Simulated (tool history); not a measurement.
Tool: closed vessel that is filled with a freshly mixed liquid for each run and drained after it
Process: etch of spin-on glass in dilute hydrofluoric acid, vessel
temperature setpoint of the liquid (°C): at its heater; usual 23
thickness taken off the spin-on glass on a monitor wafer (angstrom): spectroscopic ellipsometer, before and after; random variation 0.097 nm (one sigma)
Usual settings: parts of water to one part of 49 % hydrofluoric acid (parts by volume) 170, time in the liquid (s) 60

| run | hour | temperature setpoint of the liquid (°C) | parts of water to one part of 49 % hydrofluoric acid (parts by volume) | time in the liquid (s) | read-back film thickness of the spin-on glass reference wafer, read on the same gauge (nm) | thickness taken off the spin-on glass on a monitor wafer (angstrom) |
|---|---|---|---|---|---|---|
| 1 | 0 | 23 | 170 | 90 | 50.02 | 177 |
| 2 | 41.1 | 23 | 170 | 90 | 50.03 | 178.3 |
| 3 | 100.8 | 23 | 170 | 90 | 49.99 | 178.6 |
| 4 | 149 | 21 | 170 | 75 | 50.02 | 139.9 |
| 5 | 204.5 | 21 | 170 | 75 | 50 | 139 |
| 6 | 257.6 | 21 | 170 | 75 | 50.02 | 142.4 |
| 7 | 303.5 | 23 | 170 | 60 | 49.99 | 123.7 |
| 8 | 353.6 | 23 | 170 | 60 | 49.97 | 124.5 |
| 9 | 397.7 | 23 | 135 | 60 | 50.02 | 163.3 |
| 10 | 466.2 | 23 | 170 | 60 | 49.99 | 126.7 |
|  | 471.5 | thermometer replaced |
|  | 479 | gauge calibrated |
| 11 | 496.9 | 23 | 170 | 60 | 49.99 | 117.5 |
| 12 | 533.8 | 23 | 210 | 35 | 49.99 | 53.2 |
| 13 | 593.6 | 24.5 | 195 | 35 | 50 | 60.8 |
|  | 620.8 | hydrofluoric acid flow meter replaced |
| 14 | 625.7 | 23 | 115 | 60 | 50 | 167.2 |
| 15 | 752.7 | 21 | 240 | 35 | 49.99 | 38.5 |
| 16 | 779.3 | 21 | 105 | 30 | 50 | 87.5 |
| 17 | 842.4 | 21 | 240 | 35 | 50.02 | 38.9 |
| 18 | 873.9 | 21 | 105 | 50 | 49.99 | 147.5 |
| 19 | 906.3 | 21.5 | 240 | 35 | 50.01 | 40.6 |
| 20 | 934.8 | 24.5 | 170 | 60 | 49.98 | 117.9 |

Measured less the same run without the tool's hidden state. The same run-to-run variation is in both; the gauge's scatter may not be:
The hidden state here: liquid hotter than its thermometer reads (K); hydrofluoric acid flow above the setpoint (%); gauge reads high (%).
| run | thickness taken off the spin-on glass on a monitor wafer (angstrom) |
|---|---|
| 1 | +22.3 |
| 2 | +23.3 |
| 3 | +24.7 |
| 4 | +20.3 |
| 5 | +21.1 |
| 6 | +22.5 |
| 7 | +20.2 |
| 8 | +21 |
| 9 | +28.3 |
| 10 | +23.1 |
| 11 | +12.8 |
| 12 | +6.2 |
| 13 | +7.5 |
| 14 | +5 |
| 15 | +1.9 |
| 16 | +4.6 |
| 17 | +2.4 |
| 18 | +9.6 |
| 19 | +2.9 |
| 20 | +8.6 |
